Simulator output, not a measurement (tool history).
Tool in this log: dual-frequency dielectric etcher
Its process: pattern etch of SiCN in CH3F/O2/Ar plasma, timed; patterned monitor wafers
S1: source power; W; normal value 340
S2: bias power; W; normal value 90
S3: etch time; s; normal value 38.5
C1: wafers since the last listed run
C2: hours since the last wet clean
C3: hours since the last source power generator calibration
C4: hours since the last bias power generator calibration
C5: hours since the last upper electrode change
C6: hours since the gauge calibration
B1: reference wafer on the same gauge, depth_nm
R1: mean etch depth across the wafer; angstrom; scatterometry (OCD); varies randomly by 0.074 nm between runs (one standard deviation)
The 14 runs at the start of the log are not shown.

| run | hour | S1 | S2 | S3 | C1 | C2 | C3 | C4 | C5 | C6 | B1 | R1 |
|---|---|---|---|---|---|---|---|---|---|---|---|---|
| 15 | 181.5 | 410 | 90 | 38.5 | 57 | 500.4 | 2511.3 | 3754.6 | 4599.1 | 463.1 | 13.79 | 142.9 |
|  | 206 | upper electrode replaced |
| 16 | 206.5 | 380 | 71 | 38.5 | 9 | 525.4 | 2536.3 | 3779.6 | 0.5 | 488.1 | 13.81 | 130.7 |
| 17 | 206.9 | 260 | 68 | 38.5 | 3 | 525.8 | 2536.7 | 3780 | 0.9 | 488.5 | 13.82 | 113.4 |
| 18 | 218.8 | 370 | 104 | 34.5 | 111 | 537.7 | 2548.6 | 3791.9 | 12.8 | 500.4 | 13.82 | 128.8 |
|  | 246.6 | wet clean of the chamber |
| 19 | 247.1 | 340 | 98 | 38.5 | 40 | 0.5 | 2576.9 | 3820.2 | 41.1 | 528.7 | 13.79 | 137.3 |
|  | 252.9 | bias power generator calibrated |
| 20 | 253.4 | 340 | 90 | 38.5 | 21 | 6.8 | 2583.2 | 0.5 | 47.4 | 535 | 13.8 | 134.9 |
|  | 270.3 | gauge calibrated |
|  | 297.9 | source power generator calibrated |
| 21 | 299.1 | 320 | 70 | 46 | 389 | 52.5 | 1.2 | 46.2 | 93.1 | 28.8 | 13.79 | 147.7 |
| 22 | 313.1 | 340 | 90 | 38.5 | 130 | 66.5 | 15.2 | 60.2 | 107.1 | 42.8 | 13.8 | 134.8 |
| 23 | 320.7 | 390 | 90 | 47.5 | 70 | 74.1 | 22.8 | 67.8 | 114.7 | 50.4 | 13.8 | 174.5 |
| 24 | 327.6 | 270 | 83 | 35 | 64 | 81 | 29.7 | 74.7 | 121.6 | 57.3 | 13.82 | 110.5 |
| 25 | 334.3 | 270 | 103 | 43.5 | 62 | 87.7 | 36.4 | 81.4 | 128.3 | 64 | 13.8 | 145.6 |
| 26 | 345 | 340 | 99 | 29.5 | 99 | 98.4 | 47.1 | 92.1 | 139 | 74.7 | 13.79 | 105.5 |
| 27 | 354.6 | 340 | 90 | 38.5 | 89 | 108 | 56.7 | 101.7 | 148.6 | 84.3 | 13.79 | 134.7 |
| 28 | 368.5 | 410 | 112 | 38.5 | 129 | 121.9 | 70.6 | 115.6 | 162.5 | 98.2 | 13.8 | 151.6 |
| 29 | 381.9 | 340 | 90 | 38.5 | 125 | 135.3 | 84 | 129 | 175.9 | 111.6 | 13.79 | 134.2 |
| 30 | 390.5 | 340 | 90 | 42 | 80 | 143.9 | 92.6 | 137.6 | 184.5 | 120.2 | 13.81 | 146.6 |
| 31 | 405.9 | 280 | 90 | 34 | 143 | 159.3 | 108 | 153 | 199.9 | 135.6 | 13.79 | 110.1 |

Each row is a separate what-if for the run after 31, all from the same tool condition, not one after another. Results?
| A | 406.3 | 290 | 90 | 38.5 | 3 | 159.7 | 108.4 | 153.4 | 200.3 | 136 | ? | ? |
| B | 406.3 | 280 | 68 | 46 | 3 | 159.7 | 108.4 | 153.4 | 200.3 | 136 | ? | ? |
| C | 406.3 | 390 | 110 | 38.5 | 3 | 159.7 | 108.4 | 153.4 | 200.3 | 136 | ? | ? |

| run | B1 | R1 |
|---|---|---|
| A | 13.79 | 126.9 |
| B | 13.79 | 139.2 |
| C | 13.79 | 148.8 |
Stripped of hidden state, with their random variation kept, the same runs would have yielded:
| run | R1 |
|---|---|
| A | 126.9 |
| B | 139.2 |
| C | 148.8 |

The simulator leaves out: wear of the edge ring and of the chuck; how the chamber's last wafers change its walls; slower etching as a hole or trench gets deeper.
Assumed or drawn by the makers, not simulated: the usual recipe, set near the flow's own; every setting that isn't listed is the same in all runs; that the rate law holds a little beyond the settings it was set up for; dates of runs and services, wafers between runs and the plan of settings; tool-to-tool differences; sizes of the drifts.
